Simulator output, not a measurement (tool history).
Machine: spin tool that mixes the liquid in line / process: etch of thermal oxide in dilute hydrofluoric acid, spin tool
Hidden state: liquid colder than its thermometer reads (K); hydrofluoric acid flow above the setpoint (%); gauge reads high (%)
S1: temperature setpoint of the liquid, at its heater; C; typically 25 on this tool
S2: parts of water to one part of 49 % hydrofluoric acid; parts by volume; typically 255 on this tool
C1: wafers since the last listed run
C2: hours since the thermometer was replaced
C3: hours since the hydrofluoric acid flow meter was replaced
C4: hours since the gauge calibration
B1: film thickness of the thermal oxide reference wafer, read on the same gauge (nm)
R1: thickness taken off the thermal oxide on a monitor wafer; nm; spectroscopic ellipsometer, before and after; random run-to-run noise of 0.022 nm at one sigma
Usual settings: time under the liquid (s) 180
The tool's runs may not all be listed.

Run 1, hour 0: usual settings; C1 0; C2 1512.1; C3 695.7; C4 147; B1 110.02. Result: R1 3.263 nm.
Run 2, hour 22.8: usual settings; C1 228; C2 1534.9; C3 718.5; C4 169.8; B1 109.966. Result: R1 3.247 nm.
Run 3, hour 35.9: usual settings; C1 131; C2 1548; C3 731.6; C4 182.9; B1 109.973. Result: R1 3.197 nm.
Run 4, hour 66.7: usual settings; C1 308; C2 1578.8; C3 762.4; C4 213.7; B1 110.013. Result: R1 3.27 nm.
Run 5, hour 97.4: usual settings; C1 307; C2 1609.5; C3 793.1; C4 244.4; B1 109.982. Result: R1 3.254 nm.
Run 6, hour 111.4: usual settings; C1 140; C2 1623.5; C3 807.1; C4 258.4; B1 109.976. Result: R1 3.227 nm.
Run 7, hour 137: usual settings; C1 256; C2 1649.1; C3 832.7; C4 284; B1 110.017. Result: R1 3.289 nm.
Run 8, hour 166.8: usual settings; C1 298; C2 1678.9; C3 862.5; C4 313.8; B1 109.992. Result: R1 3.238 nm.
Run 9, hour 190.7: usual settings; C1 239; C2 1702.8; C3 886.4; C4 337.7; B1 110.027. Result: R1 3.273 nm.
Run 10, hour 217: usual settings but time under the liquid (s) 220; C1 263; C2 1729.1; C3 912.7; C4 364; B1 110.019. Result: R1 4.033 nm.
Run 11, hour 236.7: usual settings but time under the liquid (s) 205; C1 197; C2 1748.8; C3 932.4; C4 383.7; B1 109.975. Result: R1 3.675 nm.
Run 12, hour 260.2: usual settings but time under the liquid (s) 205; C1 235; C2 1772.3; C3 955.9; C4 407.2; B1 110.003. Result: R1 3.713 nm.
Run 13, hour 294.2: usual settings; C1 340; C2 1806.3; C3 989.9; C4 441.2; B1 110.024. Result: R1 3.266 nm.
Run 14, hour 314.1: usual settings; C1 199; C2 1826.2; C3 1009.8; C4 461.1; B1 110.005. Result: R1 3.294 nm.
At hour 325.5: gauge calibrated.
Run 15, hour 342.1: usual settings; C1 280; C2 1854.2; C3 1037.8; C4 16.6; B1 110.004. Result: R1 3.298 nm.
Run 16, hour 362.1: usual settings; C1 200; C2 1874.2; C3 1057.8; C4 36.6; B1 109.966. Result: R1 3.251 nm.
Run 17, hour 383.9: usual settings but S1 28 C, S2 175 parts by volume, time under the liquid (s) 90; C1 218; C2 1896; C3 1079.6; C4 58.4; B1 110.031. Result: R1 2.906 nm.
Run 18, hour 404: usual settings; C1 201; C2 1916.1; C3 1099.7; C4 78.5; B1 109.973. Result: R1 3.285 nm.
At hour 412: hydrofluoric acid flow meter replaced.
Run 19, hour 420: usual settings but time under the liquid (s) 205; C1 150; C2 1932.1; C3 8; C4 94.5; B1 110.002. Result: R1 3.423 nm.
Run 20, hour 443.5: usual settings but S1 27 C; C1 235; C2 1955.6; C3 31.5; C4 118; B1 110.02. Result: R1 3.235 nm.
Run 21, hour 471.3: usual settings but S1 21.5 C, S2 310 parts by volume, time under the liquid (s) 130; C1 278; C2 1983.4; C3 59.3; C4 145.8; B1 110.008. Result: R1 1.495 nm.
Run 22, hour 496.3: usual settings but time under the liquid (s) 245; C1 250; C2 2008.4; C3 84.3; C4 170.8; B1 110.004. Result: R1 4.121 nm.
At hour 498.2: thermometer replaced.
Run 23, hour 509.3: usual settings; C1 120; C2 11.1; C3 97.3; C4 183.8; B1 109.978. Result: R1 3.268 nm.
Run 24, hour 537.1: usual settings; C1 278; C2 38.9; C3 125.1; C4 211.6; B1 109.997. Result: R1 3.321 nm.
Run 25, hour 634.1: usual settings but S1 28 C, S2 175 parts by volume, time under the liquid (s) 90; C1 972; C2 135.9; C3 222.1; C4 308.6; B1 109.984. Result: R1 2.889 nm.
Run 26, hour 655.7: usual settings but S1 21 C, S2 330 parts by volume, time under the liquid (s) 265; C1 216; C2 157.5; C3 243.7; C4 330.2; B1 110.001. Result: R1 3.054 nm.
Run 27, hour 676.8: usual settings but S2 330 parts by volume; C1 211; C2 178.6; C3 264.8; C4 351.3; B1 109.974. Result: R1 2.391 nm.
Run 28, hour 693: usual settings but S2 325 parts by volume; C1 162; C2 194.8; C3 281; C4 367.5; B1 110.036. Result: R1 2.45 nm.
Run 29, hour 708.8: usual settings; C1 158; C2 210.6; C3 296.8; C4 383.3; B1 110.008. Result: R1 3.332 nm.
Run 30, hour 742.6: usual settings; C1 338; C2 244.4; C3 330.6; C4 417.1; B1 109.977. Result: R1 3.328 nm.
Run 31, hour 758.9: usual settings but S2 145 parts by volume; C1 163; C2 260.7; C3 346.9; C4 433.4; B1 109.996. Result: R1 6.481 nm.
Run 32, hour 771.1: usual settings but S2 340 parts by volume, time under the liquid (s) 145; C1 122; C2 272.9; C3 359.1; C4 445.6; B1 110.006. Result: R1 1.836 nm.
Run 33, hour 783.4: usual settings but S1 22 C, S2 315 parts by volume, time under the liquid (s) 80; C1 123; C2 285.2; C3 371.4; C4 457.9; B1 109.996. Result: R1 1.018 nm.

Take each entry between the runs: how does the hidden state at the last listed run before it differ from the hidden state at the first listed run after it?
From run 14 to run 15: gauge calibrated (hour 325.5)
  liquid colder than its thermometer reads (K): 2.1 -> 2.13; hydrofluoric acid flow above the setpoint (%): 8.65 -> 8.88
  the result without the hidden state subtracted from the measured one, R1: +0.092 -> +0.097 nm
From run 18 to run 19: hydrofluoric acid flow meter replaced (hour 412)
  liquid colder than its thermometer reads (K): 2.2 -> 2.22; hydrofluoric acid flow above the setpoint (%): 9.4 -> 1.63
  the result without the hidden state subtracted from the measured one, R1: +0.107 -> -0.209 nm
From run 22 to run 23: thermometer replaced (hour 498.2)
  liquid colder than its thermometer reads (K): 2.31 -> 0.0597; hydrofluoric acid flow above the setpoint (%): 2.27 -> 2.38
  the result without the hidden state subtracted from the measured one, R1: -0.232 -> +0.089 nm
